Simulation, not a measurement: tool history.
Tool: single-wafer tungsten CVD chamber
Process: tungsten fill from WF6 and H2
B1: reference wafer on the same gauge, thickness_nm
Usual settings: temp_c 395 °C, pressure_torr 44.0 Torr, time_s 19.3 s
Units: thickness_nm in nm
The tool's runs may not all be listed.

Run 1, hour 0.0: usual settings but temp_c 405 °C; B1 52.620. Result: thickness_nm 77.903 nm.
Run 2, hour 95.5: usual settings but temp_c 405 °C; B1 52.640. Result: thickness_nm 78.166 nm.
Run 3, hour 293.2: usual settings but temp_c 405 °C; B1 52.544. Result: thickness_nm 77.733 nm.
Run 4, hour 339.8: usual settings; B1 52.636. Result: thickness_nm 63.807 nm.
Run 5, hour 378.9: usual settings; B1 52.608. Result: thickness_nm 63.134 nm.
Run 6, hour 456.0: usual settings; B1 52.634. Result: thickness_nm 63.759 nm.
Run 7, hour 493.7: usual settings; B1 52.651. Result: thickness_nm 63.630 nm.
Run 8, hour 584.4: usual settings; B1 52.608. Result: thickness_nm 63.236 nm.
Run 9, hour 645.4: usual settings; B1 52.598. Result: thickness_nm 63.869 nm.
Run 10, hour 746.5: usual settings; B1 52.621. Result: thickness_nm 63.683 nm.
At hour 765.6: showerhead replaced, of another model than before.
Run 11, hour 1008.2: usual settings; B1 52.620. Result: thickness_nm 64.418 nm.
Run 12, hour 1095.5: usual settings but time_s 18.2 s; B1 52.631. Result: thickness_nm 61.202 nm.
At hour 1190.0: thermocouple changed; heater temperature recalibrated.
Run 13, hour 1190.5: usual settings but time_s 18.2 s; B1 52.550. Result: thickness_nm 61.321 nm.
Run 14, hour 1271.8: usual settings but temp_c 405 °C; B1 52.620. Result: thickness_nm 80.589 nm.
At hour 1314.1: gauge calibrated.
At hour 1335.4: capacitance manometer re-zeroed and calibrated.
Run 15, hour 1335.9: usual settings but time_s 16.7 s; B1 52.664. Result: thickness_nm 54.210 nm.
Run 16, hour 1388.2: usual settings but temp_c 408 °C, pressure_torr 54.7 Torr, time_s 21.7 s; B1 52.604. Result: thickness_nm 102.963 nm.
Run 17, hour 1449.9: usual settings but pressure_torr 38.1 Torr; B1 52.635. Result: thickness_nm 58.206 nm.
Run 18, hour 1535.0: usual settings but pressure_torr 40.0 Torr, time_s 21.5 s; B1 52.643. Result: thickness_nm 66.654 nm.
Run 19, hour 1595.6: usual settings; B1 52.638. Result: thickness_nm 62.299 nm.
Run 20, hour 1681.2: usual settings; B1 52.643. Result: thickness_nm 63.302 nm.
Run 21, hour 1746.0: usual settings but pressure_torr 36.0 Torr; B1 52.686. Result: thickness_nm 56.352 nm.
Run 22, hour 1869.2: usual settings but temp_c 383 °C, pressure_torr 50.3 Torr, time_s 22.7 s; B1 52.587. Result: thickness_nm 60.947 nm.
Run 23, hour 1973.3: usual settings; B1 52.575. Result: thickness_nm 63.633 nm.
Run 24, hour 2043.7: usual settings but pressure_torr 48.0 Torr; B1 52.616. Result: thickness_nm 65.796 nm.
Run 25, hour 2106.2: usual settings; B1 52.572. Result: thickness_nm 63.266 nm.
Run 26, hour 2198.3: usual settings; B1 52.686. Result: thickness_nm 63.338 nm.
Run 27, hour 2264.2: usual settings but temp_c 407 °C, pressure_torr 49.8 Torr, time_s 17.3 s; B1 52.583. Result: thickness_nm 77.638 nm.
Run 28, hour 2326.9: usual settings; B1 52.574. Result: thickness_nm 63.694 nm.
Run 29, hour 2427.4: usual settings but temp_c 386 °C, pressure_torr 38.8 Torr, time_s 16.7 s; B1 52.577. Result: thickness_nm 42.379 nm.
Run 30, hour 2519.5: usual settings; B1 52.591. Result: thickness_nm 63.873 nm.
Run 31, hour 2617.7: usual settings; B1 52.554. Result: thickness_nm 63.958 nm.
Run 32, hour 2697.4: usual settings but pressure_torr 39.7 Torr; B1 52.618. Result: thickness_nm 60.959 nm.
Run 33, hour 2790.0: usual settings but pressure_torr 36.5 Torr, time_s 17.5 s; B1 52.643. Result: thickness_nm 52.265 nm.
At hour 2820.0: thermocouple changed; heater temperature recalibrated.
Run 34, hour 2832.6: usual settings but pressure_torr 34.5 Torr, time_s 17.1 s; B1 52.647. Result: thickness_nm 49.943 nm.
Run 35, hour 2904.0: usual settings but temp_c 383 °C, pressure_torr 38.5 Torr, time_s 20.3 s; B1 52.590. Result: thickness_nm 48.727 nm.

3 ways to go on from here, each from the tool as it stands after run 35. What would each give?
Run A, hour 2904.4: usual settings but pressure_torr 36.6 Torr; B1 ?. Result: thickness_nm ?.
Run B, hour 2904.4: usual settings but temp_c 386 °C, pressure_torr 47.5 Torr, time_s 17.3 s; B1 ?. Result: thickness_nm ?.
Run C, hour 2904.4: usual settings but time_s 20.8 s; B1 ?. Result: thickness_nm ?.

run      B1  thickness_nm
  A  52.643        58.554
  B  52.643        49.607
  C  52.643        69.880
Without the tool's hidden state the same runs would have given:
run  thickness_nm
  A        56.867
  B        48.215
  C        67.920
